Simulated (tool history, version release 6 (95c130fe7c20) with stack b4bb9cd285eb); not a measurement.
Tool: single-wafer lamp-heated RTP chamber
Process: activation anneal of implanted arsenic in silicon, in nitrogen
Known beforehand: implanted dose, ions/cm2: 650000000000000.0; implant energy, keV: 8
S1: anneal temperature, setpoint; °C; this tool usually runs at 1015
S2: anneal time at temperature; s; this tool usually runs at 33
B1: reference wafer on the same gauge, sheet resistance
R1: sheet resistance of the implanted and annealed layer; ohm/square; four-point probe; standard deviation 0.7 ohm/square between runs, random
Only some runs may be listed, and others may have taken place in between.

run    hour    S1  S2      B1      R1
  1       0  1015  33  143.98  169.69
  2    44.3  1015  33  144.01  170.45
       96.2  -- gauge calibrated
  3   134.3  1015  33   147.2  174.44
  4   223.8  1015  33  146.39  173.81
      237.6  -- pyrometer window cleaned and pyrometer calibrated
      310.3  -- reflector plate cleaned
  5   331.6  1015  33  146.13  173.33
  6   393.6  1015  33  145.79  174.29
  7   462.9  1015  33  145.67  172.29
  8   556.8  1015  33  145.34  172.89
  9   803.9  1015  33  144.64  172.64
      839.1  -- pyrometer window cleaned and pyrometer calibrated
 10  1055.5  1015  33  144.57  172.31
 11  1149.4  1015  33  144.72  170.51
 12    1204  1015  28  144.49  172.21
     1280.1  -- reflector plate cleaned
     1321.7  -- pyrometer window cleaned and pyrometer calibrated
 13  1380.7  1015  33  144.57  171.48
 14    1451  1015  33  144.23   170.9
 15  1522.9  1035  45  144.12  159.34
 16  1567.2  1015  33  144.28   171.5
 17  1662.1  1033  26  144.16  167.21
 18  1715.2  1023  39  144.03  164.28
     1724.4  -- gauge calibrated
 19  1794.1  1044  43  146.74  158.92
     1887.3  -- pyrometer window cleaned and pyrometer calibrated
 20  1892.6  1037  28  146.22  167.12
 21  1958.9  1035  19  146.17  175.09
 22  2062.4  1003  44  145.59  173.55
 23  2157.3  1043  17  145.46  171.19
 24  2242.5  1042  20  145.29  169.32
     2299.2  -- reflector plate cleaned
 25  2303.7  1015  33  144.86  171.73
     2369.7  -- pyrometer window cleaned and pyrometer calibrated
 26  2389.4  1015  33  144.62  171.59
 27  2483.2  1032  48   144.7  158.97
 28  2538.5  1000  26  144.67  182.51
 29  2607.6  1015  48  144.43  164.89
 30  2747.2  1015  33  144.47  170.19

The tool's hidden state at each run:
true wafer temperature minus pyrometer reading, K: 0, the same for each run
wafer temperature error from the tarnished reflector plate, K: 0, the same for each run
H1: gauge reads high (%)
run       H1
  1    -2.04
  2    -2.05
  3  -0.0336
  4   -0.333
  5   -0.636
  6   -0.786
  7   -0.935
  8    -1.11
  9    -1.45
 10    -1.68
 11    -1.74
 12    -1.77
 13    -1.85
 14    -1.88
 15     -1.9
 16    -1.91
 17    -1.94
 18    -1.95
 19    -0.22
 20   -0.529
 21   -0.709
 22    -0.95
 23    -1.14
 24    -1.28
 25    -1.37
 26    -1.48
 27    -1.58
 28    -1.63
 29    -1.69
 30    -1.79

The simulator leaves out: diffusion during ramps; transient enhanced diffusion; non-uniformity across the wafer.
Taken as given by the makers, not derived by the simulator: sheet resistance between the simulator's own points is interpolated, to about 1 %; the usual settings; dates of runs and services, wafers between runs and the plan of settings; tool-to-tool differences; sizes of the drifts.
